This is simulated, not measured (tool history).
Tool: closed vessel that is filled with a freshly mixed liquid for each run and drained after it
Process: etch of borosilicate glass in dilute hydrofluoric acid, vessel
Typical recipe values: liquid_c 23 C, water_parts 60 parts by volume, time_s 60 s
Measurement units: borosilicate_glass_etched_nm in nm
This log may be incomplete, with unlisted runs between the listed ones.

run    hour  liquid_c  water_parts  time_s  wafers since the last listed run  hours since the thermometer was replaced  hours since the hydrofluoric acid flow meter was replaced  hours since the gauge calibration  read-back film thickness of the borosilicate glass reference wafer, read on the same gauge (nm)  borosilicate_glass_etched_nm
  1       0        23           60      60                                 0                                      1775                                                      993.2                             2652.9                                                                                           130.03                         21.88
  2    86.5        23           60      60                              6420                                    1861.5                                                     1079.7                             2739.4                                                                                           129.98                         22.13
  3   134.5        23           60      60                              3563                                    1909.5                                                     1127.7                             2787.4                                                                                           129.97                         22.14
      147.8  -- hydrofluoric acid flow meter replaced
  4   221.3        23           60      60                              6368                                    1996.3                                                       73.5                             2874.2                                                                                           129.98                         21.62
  5   305.9        23           60      60                              6279                                    2080.9                                                      158.1                             2958.8                                                                                           129.96                         21.93
  6   383.3        23           60      70                              5745                                    2158.3                                                      235.5                             3036.2                                                                                           129.96                         24.85
  7   482.9        23           40      60                              7393                                    2257.9                                                      335.1                             3135.8                                                                                           130.02                         33.21
  8     531        23           40      60                              3570                                      2306                                                      383.2                             3183.9                                                                                           129.99                         33.62
  9   585.6        23           40      60                              4052                                    2360.6                                                      437.8                             3238.5                                                                                           130.01                         33.11
 10   680.1        21           30      30                              7014                                    2455.1                                                      532.3                               3333                                                                                           129.98                         20.91
 11   749.4        23           60      90                              5144                                    2524.4                                                      601.6                             3402.3                                                                                           129.99                         33.15
 12   839.2        23           80      60                              6665                                    2614.2                                                      691.4                             3492.1                                                                                           130.01                         16.01
 13   919.5      19.5           45      95                              5960                                    2694.5                                                      771.7                             3572.4                                                                                           130.02                         40.29
 14   993.3      27.5           60      60                              5478                                    2768.3                                                      845.5                             3646.2                                                                                           129.98                         26.24
 15  1070.4      18.5           90      40                              5723                                    2845.4                                                      922.6                             3723.3                                                                                           129.97                          7.67
 16  1168.8      21.5           60      60                              7304                                    2943.8                                                       1021                             3821.7                                                                                           129.96                         20.33
 17  1266.1        23           90      60                              7222                                    3041.1                                                     1118.3                               3919                                                                                              130                         13.98
     1286.9  -- hydrofluoric acid flow meter replaced
     1474.5  -- gauge calibrated
 18  1485.1        23           45      60                             16182                                    3260.1                                                      198.2                               10.6                                                                                              130                         29.29
 19  1579.6        23           60      60                              7014                                    3354.6                                                      292.7                              105.1                                                                                              130                          21.6

Expected results for the next run?
     1608.8  -- thermometer replaced
 20  1645.8        23           60      60                              4839                                        37                                                      358.9                              171.3                                                                                                ?                             ?

{"run 20": {"read-back film thickness of the borosilicate glass reference wafer, read on the same gauge (nm)": 130.03, "borosilicate_glass_etched_nm": 21.6}}
Take away the tool's hidden state, keep the run-to-run variation as it was, and the same run would have given borosilicate_glass_etched_nm 21.6 nm.
